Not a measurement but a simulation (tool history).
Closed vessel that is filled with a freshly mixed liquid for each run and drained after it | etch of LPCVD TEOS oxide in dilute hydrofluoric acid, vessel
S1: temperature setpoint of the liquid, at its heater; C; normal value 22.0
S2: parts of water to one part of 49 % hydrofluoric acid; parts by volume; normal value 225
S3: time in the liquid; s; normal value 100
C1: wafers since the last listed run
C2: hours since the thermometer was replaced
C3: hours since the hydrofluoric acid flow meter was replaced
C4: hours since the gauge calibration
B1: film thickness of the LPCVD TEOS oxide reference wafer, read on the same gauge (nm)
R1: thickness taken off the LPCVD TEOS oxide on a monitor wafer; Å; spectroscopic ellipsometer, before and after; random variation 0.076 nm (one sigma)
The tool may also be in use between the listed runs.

run 1 day=0.000 | S1=22.0 S2=225 S3=100 | C1=0 C2=1650.1 C3=714.3 C4=2561.0 | B1=79.94 | R1=105.9
run 2 day=1.662 | S1=22.0 S2=225 S3=100 | C1=4887 C2=1690.0 C3=754.2 C4=2600.9 | B1=79.99 | R1=105.4
run 3 day=3.046 | S1=22.0 S2=225 S3=100 | C1=4066 C2=1723.2 C3=787.4 C4=2634.1 | B1=80.00 | R1=104.6
run 4 day=4.967 | S1=22.0 S2=225 S3=100 | C1=5647 C2=1769.3 C3=833.5 C4=2680.2 | B1=80.02 | R1=104.1
run 5 day=11.479 | S1=22.0 S2=225 S3=100 | C1=19146 C2=1925.6 C3=989.8 C4=2836.5 | B1=80.02 | R1=102.4
run 6 day=14.279 | S1=22.0 S2=225 S3=100 | C1=8231 C2=1992.8 C3=1057.0 C4=2903.7 | B1=79.99 | R1=102.7
run 7 day=15.821 | S1=22.0 S2=225 S3=100 | C1=4532 C2=2029.8 C3=1094.0 C4=2940.7 | B1=79.96 | R1=102.0
run 8 day=17.421 | S1=22.0 S2=225 S3=100 | C1=4703 C2=2068.2 C3=1132.4 C4=2979.1 | B1=80.01 | R1=102.0
run 9 day=18.488 | S1=22.0 S2=185 S3=100 | C1=3135 C2=2093.8 C3=1158.0 C4=3004.7 | B1=80.04 | R1=130.0
-- day=19.133 hydrofluoric acid flow meter replaced
-- day=19.512 thermometer replaced
run 10 day=20.283 | S1=26.5 S2=190 S3=40 | C1=5034 C2=18.5 C3=27.6 C4=3047.8 | B1=79.99 | R1=67.3
run 11 day=22.725 | S1=25.5 S2=115 S3=100 | C1=7178 C2=77.1 C3=86.2 C4=3106.4 | B1=80.00 | R1=289.4
run 12 day=25.500 | S1=20.0 S2=225 S3=150 | C1=8158 C2=143.7 C3=152.8 C4=3173.0 | B1=79.99 | R1=158.4
run 13 day=27.696 | S1=22.0 S2=225 S3=85 | C1=6455 C2=196.4 C3=205.5 C4=3225.7 | B1=80.00 | R1=96.1
-- day=28.242 gauge calibrated
run 14 day=30.625 | S1=22.0 S2=315 S3=100 | C1=8611 C2=266.7 C3=275.8 C4=57.2 | B1=80.00 | R1=73.7
run 15 day=32.367 | S1=20.5 S2=285 S3=45 | C1=5120 C2=308.5 C3=317.6 C4=99.0 | B1=79.98 | R1=35.7
run 16 day=33.875 | S1=22.0 S2=300 S3=60 | C1=4434 C2=344.7 C3=353.8 C4=135.2 | B1=80.02 | R1=46.4
run 17 day=35.883 | S1=22.0 S2=260 S3=155 | C1=5904 C2=392.9 C3=402.0 C4=183.4 | B1=79.96 | R1=144.2
run 18 day=38.467 | S1=18.5 S2=180 S3=100 | C1=7594 C2=454.9 C3=464.0 C4=245.4 | B1=80.01 | R1=126.1
run 19 day=41.100 | S1=22.0 S2=225 S3=100 | C1=7741 C2=518.1 C3=527.2 C4=308.6 | B1=80.00 | R1=109.6
run 20 day=42.383 | S1=20.0 S2=130 S3=100 | C1=3772 C2=548.9 C3=558.0 C4=339.4 | B1=79.97 | R1=194.3
run 21 day=43.567 | S1=26.0 S2=315 S3=145 | C1=3478 C2=577.3 C3=586.4 C4=367.8 | B1=79.97 | R1=118.4
run 22 day=44.800 | S1=22.0 S2=225 S3=100 | C1=3625 C2=606.9 C3=616.0 C4=397.4 | B1=80.04 | R1=108.1
run 23 day=45.971 | S1=22.0 S2=290 S3=100 | C1=3442 C2=635.0 C3=644.1 C4=425.5 | B1=79.99 | R1=78.8
run 24 day=48.738 | S1=22.0 S2=190 S3=70 | C1=8133 C2=701.4 C3=710.5 C4=491.9 | B1=80.01 | R1=92.3
run 25 day=51.000 | S1=22.0 S2=225 S3=100 | C1=6651 C2=755.7 C3=764.8 C4=546.2 | B1=79.97 | R1=106.3
run 26 day=52.100 | S1=22.0 S2=290 S3=100 | C1=3233 C2=782.1 C3=791.2 C4=572.6 | B1=80.01 | R1=78.1
run 27 day=54.217 | S1=22.0 S2=225 S3=100 | C1=6222 C2=832.9 C3=842.0 C4=623.4 | B1=79.99 | R1=107.9

Expected results for the next run?
run 28 day=61.308 | S1=22.0 S2=180 S3=70 | C1=20849 C2=1003.1 C3=1012.2 C4=793.6 | B1=? | R1=?

B1: 80.00
R1: 95.4 Å
Minus the tool's unlogged condition, the same run would have read R1 105.7 Å.
